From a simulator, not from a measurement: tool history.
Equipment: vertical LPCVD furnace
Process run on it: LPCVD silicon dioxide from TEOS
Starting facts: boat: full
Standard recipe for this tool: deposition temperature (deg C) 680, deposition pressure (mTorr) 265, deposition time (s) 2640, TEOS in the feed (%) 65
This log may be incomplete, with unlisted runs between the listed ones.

| run | day | deposition temperature (deg C) | deposition pressure (mTorr) | deposition time (s) | TEOS in the feed (%) | read-back reference wafer on the same gauge, thickness | film thickness on the monitor wafer in the middle of the boat (angstrom) |
|---|---|---|---|---|---|---|---|
| 1 | 0.000 | 680 | 280 | 2640 | 65 | 195.06 | 1756.0 |
| 2 | 1.338 | 680 | 280 | 2640 | 65 | 194.97 | 1754.6 |
| 3 | 2.562 | 680 | 265 | 2640 | 65 | 195.03 | 1703.2 |
| 4 | 3.942 | 680 | 265 | 2640 | 65 | 194.91 | 1704.6 |
| 5 | 4.700 | 680 | 265 | 2640 | 65 | 195.01 | 1708.7 |
| 6 | 5.958 | 680 | 265 | 2640 | 65 | 195.04 | 1706.8 |
| 7 | 6.529 | 680 | 265 | 2640 | 65 | 195.05 | 1707.6 |
| 8 | 8.158 | 680 | 265 | 1830 | 65 | 195.01 | 1184.2 |
| 9 | 9.404 | 680 | 265 | 2640 | 65 | 195.01 | 1714.4 |
| 10 | 10.829 | 680 | 265 | 2640 | 65 | 195.01 | 1706.2 |
| 11 | 12.246 | 680 | 265 | 2640 | 65 | 194.98 | 1711.4 |
|  | 12.604 | gauge calibrated |
| 12 | 13.508 | 680 | 265 | 2640 | 65 | 195.04 | 1706.9 |
| 13 | 14.558 | 680 | 265 | 2640 | 65 | 194.95 | 1711.0 |
| 14 | 15.138 | 680 | 265 | 2640 | 65 | 194.96 | 1707.9 |
|  | 16.550 | thermocouples replaced and temperature profile calibrated |
| 15 | 16.754 | 680 | 265 | 1920 | 65 | 194.99 | 1214.4 |
| 16 | 18.000 | 680 | 265 | 1920 | 65 | 194.99 | 1213.9 |
| 17 | 19.775 | 680 | 265 | 2640 | 65 | 194.97 | 1665.0 |
| 18 | 20.892 | 685 | 305 | 2340 | 72 | 195.00 | 1889.9 |
| 19 | 21.746 | 680 | 245 | 3330 | 65 | 195.01 | 2023.9 |
| 20 | 22.871 | 674 | 265 | 2640 | 65 | 194.97 | 1438.3 |
| 21 | 23.842 | 689 | 315 | 1830 | 68 | 194.96 | 1608.1 |
| 22 | 24.654 | 675 | 265 | 2640 | 65 | 195.09 | 1475.1 |
| 23 | 25.204 | 680 | 265 | 2640 | 65 | 194.97 | 1665.1 |
|  | 26.254 | TEOS flow controller replaced |
|  | 27.058 | pressure gauge zeroed |
| 24 | 27.079 | 680 | 265 | 3600 | 65 | 194.97 | 2326.5 |
| 25 | 27.762 | 684 | 210 | 2250 | 65 | 194.94 | 1425.8 |
| 26 | 28.954 | 675 | 200 | 2640 | 65 | 194.98 | 1311.5 |
| 27 | 30.296 | 686 | 230 | 3480 | 71 | 195.08 | 2523.3 |
| 28 | 30.850 | 690 | 295 | 1740 | 65 | 194.94 | 1510.9 |

Estimate the outcome of run 29 from the log above:
| 29 | 31.467 | 680 | 265 | 2640 | 65 | ? | ? |

{"run 29": {"read-back reference wafer on the same gauge, thickness": 195.04, "film thickness on the monitor wafer in the middle of the boat (angstrom)": 1702.9}}
With the hidden condition absent and the run-to-run variation left alone, this run would have shown film thickness on the monitor wafer in the middle of the boat (angstrom) 1688.5.
